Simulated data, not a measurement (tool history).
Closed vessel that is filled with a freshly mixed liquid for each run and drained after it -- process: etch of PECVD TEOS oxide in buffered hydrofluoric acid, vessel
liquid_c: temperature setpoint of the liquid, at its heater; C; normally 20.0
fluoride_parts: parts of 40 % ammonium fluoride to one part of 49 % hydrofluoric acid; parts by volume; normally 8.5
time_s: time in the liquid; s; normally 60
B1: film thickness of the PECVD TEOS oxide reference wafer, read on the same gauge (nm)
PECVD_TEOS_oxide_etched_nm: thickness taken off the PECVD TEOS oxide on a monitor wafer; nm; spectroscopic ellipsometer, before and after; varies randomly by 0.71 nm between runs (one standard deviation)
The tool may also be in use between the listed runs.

Run 1, hour 0.0: usual settings but time_s 70 s; B1 59.99. Result: PECVD_TEOS_oxide_etched_nm 94.69 nm.
At hour 75.3: thermometer replaced.
Run 2, hour 94.7: usual settings; B1 59.99. Result: PECVD_TEOS_oxide_etched_nm 81.03 nm.
Run 3, hour 194.3: usual settings; B1 59.97. Result: PECVD_TEOS_oxide_etched_nm 80.27 nm.
Run 4, hour 288.0: usual settings; B1 59.99. Result: PECVD_TEOS_oxide_etched_nm 79.80 nm.
Run 5, hour 334.7: usual settings; B1 60.00. Result: PECVD_TEOS_oxide_etched_nm 78.61 nm.
Run 6, hour 418.2: usual settings; B1 60.00. Result: PECVD_TEOS_oxide_etched_nm 78.33 nm.
At hour 484.4: hydrofluoric acid flow meter replaced.
Run 7, hour 518.2: usual settings but time_s 40 s; B1 59.98. Result: PECVD_TEOS_oxide_etched_nm 49.06 nm.
Run 8, hour 601.3: usual settings but time_s 40 s; B1 60.01. Result: PECVD_TEOS_oxide_etched_nm 49.88 nm.
Run 9, hour 656.3: usual settings but time_s 40 s; B1 60.00. Result: PECVD_TEOS_oxide_etched_nm 49.99 nm.
At hour 695.2: thermometer replaced.
At hour 932.7: hydrofluoric acid flow meter replaced, repeated, since the last time left the tool worse.
Run 10, hour 970.4: usual settings but fluoride_parts 7.5 parts by volume; B1 60.02. Result: PECVD_TEOS_oxide_etched_nm 93.99 nm.
Run 11, hour 1073.9: usual settings but fluoride_parts 7.5 parts by volume; B1 59.98. Result: PECVD_TEOS_oxide_etched_nm 92.94 nm.
Run 12, hour 1164.2: usual settings; B1 59.99. Result: PECVD_TEOS_oxide_etched_nm 80.35 nm.
Run 13, hour 1254.8: usual settings; B1 60.01. Result: PECVD_TEOS_oxide_etched_nm 81.82 nm.
Run 14, hour 1308.6: usual settings; B1 60.00. Result: PECVD_TEOS_oxide_etched_nm 79.85 nm.
At hour 1324.8: thermometer replaced.
Run 15, hour 1386.4: usual settings but liquid_c 25.0 C, fluoride_parts 7.5 parts by volume, time_s 45 s; B1 59.99. Result: PECVD_TEOS_oxide_etched_nm 90.10 nm.
Run 16, hour 1486.2: usual settings but fluoride_parts 11.5 parts by volume, time_s 40 s; B1 59.98. Result: PECVD_TEOS_oxide_etched_nm 39.67 nm.
Run 17, hour 1552.4: usual settings but liquid_c 17.0 C, time_s 30 s; B1 60.00. Result: PECVD_TEOS_oxide_etched_nm 32.95 nm.
Run 18, hour 1618.1: usual settings; B1 59.99. Result: PECVD_TEOS_oxide_etched_nm 78.76 nm.
Run 19, hour 1707.7: usual settings but liquid_c 17.0 C, fluoride_parts 6.5 parts by volume, time_s 95 s; B1 60.04. Result: PECVD_TEOS_oxide_etched_nm 138.71 nm.
At hour 1748.6: hydrofluoric acid flow meter replaced.
Run 20, hour 1933.1: usual settings but liquid_c 23.5 C, fluoride_parts 11.0 parts by volume, time_s 80 s; B1 60.01. Result: PECVD_TEOS_oxide_etched_nm 108.27 nm.
Run 21, hour 2016.2: usual settings but time_s 30 s; B1 60.01. Result: PECVD_TEOS_oxide_etched_nm 40.94 nm.
At hour 2018.2: gauge calibrated.
At hour 2080.3: thermometer replaced.
Run 22, hour 2100.9: usual settings but liquid_c 17.0 C, fluoride_parts 11.5 parts by volume; B1 59.99. Result: PECVD_TEOS_oxide_etched_nm 52.63 nm.
Run 23, hour 2194.5: usual settings but liquid_c 17.0 C, time_s 80 s; B1 60.00. Result: PECVD_TEOS_oxide_etched_nm 89.90 nm.
Run 24, hour 2405.4: usual settings but time_s 70 s; B1 60.01. Result: PECVD_TEOS_oxide_etched_nm 91.68 nm.
Run 25, hour 2493.5: usual settings; B1 59.99. Result: PECVD_TEOS_oxide_etched_nm 79.77 nm.
Run 26, hour 2591.7: usual settings but liquid_c 17.5 C; B1 59.99. Result: PECVD_TEOS_oxide_etched_nm 68.70 nm.
At hour 2624.3: hydrofluoric acid flow meter replaced.
Run 27, hour 2686.2: usual settings but liquid_c 17.0 C, fluoride_parts 5.5 parts by volume, time_s 40 s; B1 60.02. Result: PECVD_TEOS_oxide_etched_nm 70.50 nm.
Run 28, hour 2754.3: usual settings but fluoride_parts 5.0 parts by volume, time_s 30 s; B1 60.01. Result: PECVD_TEOS_oxide_etched_nm 68.19 nm.
Run 29, hour 2794.8: usual settings but liquid_c 18.0 C, fluoride_parts 11.0 parts by volume; B1 60.01. Result: PECVD_TEOS_oxide_etched_nm 58.08 nm.
At hour 2855.6: thermometer replaced.
Run 30, hour 2856.9: usual settings but fluoride_parts 5.0 parts by volume, time_s 30 s; B1 60.00. Result: PECVD_TEOS_oxide_etched_nm 66.85 nm.
Run 31, hour 2912.5: usual settings but fluoride_parts 10.5 parts by volume, time_s 75 s; B1 60.00. Result: PECVD_TEOS_oxide_etched_nm 85.99 nm.
Run 32, hour 2950.6: usual settings; B1 59.99. Result: PECVD_TEOS_oxide_etched_nm 80.38 nm.
Run 33, hour 3031.7: usual settings but liquid_c 17.5 C, fluoride_parts 10.0 parts by volume, time_s 30 s; B1 60.01. Result: PECVD_TEOS_oxide_etched_nm 30.66 nm.

Forecast each of these 3 alternatives for the next run:
Run A, hour 3032.4: usual settings but time_s 85 s; B1 ?. Result: PECVD_TEOS_oxide_etched_nm ?.
Run B, hour 3032.4: usual settings but time_s 45 s; B1 ?. Result: PECVD_TEOS_oxide_etched_nm ?.
Run C, hour 3032.4: usual settings but liquid_c 21.5 C, fluoride_parts 6.0 parts by volume, time_s 85 s; B1 ?. Result: PECVD_TEOS_oxide_etched_nm ?.

run     B1  PECVD_TEOS_oxide_etched_nm
  A  60.02                      115.78
  B  60.02                       61.29
  C  60.02                      179.04
Take away the tool's hidden state, keep each run's random variation, and the runs would have read:
run  PECVD_TEOS_oxide_etched_nm
  A                      120.89
  B                       64.00
  C                      185.32

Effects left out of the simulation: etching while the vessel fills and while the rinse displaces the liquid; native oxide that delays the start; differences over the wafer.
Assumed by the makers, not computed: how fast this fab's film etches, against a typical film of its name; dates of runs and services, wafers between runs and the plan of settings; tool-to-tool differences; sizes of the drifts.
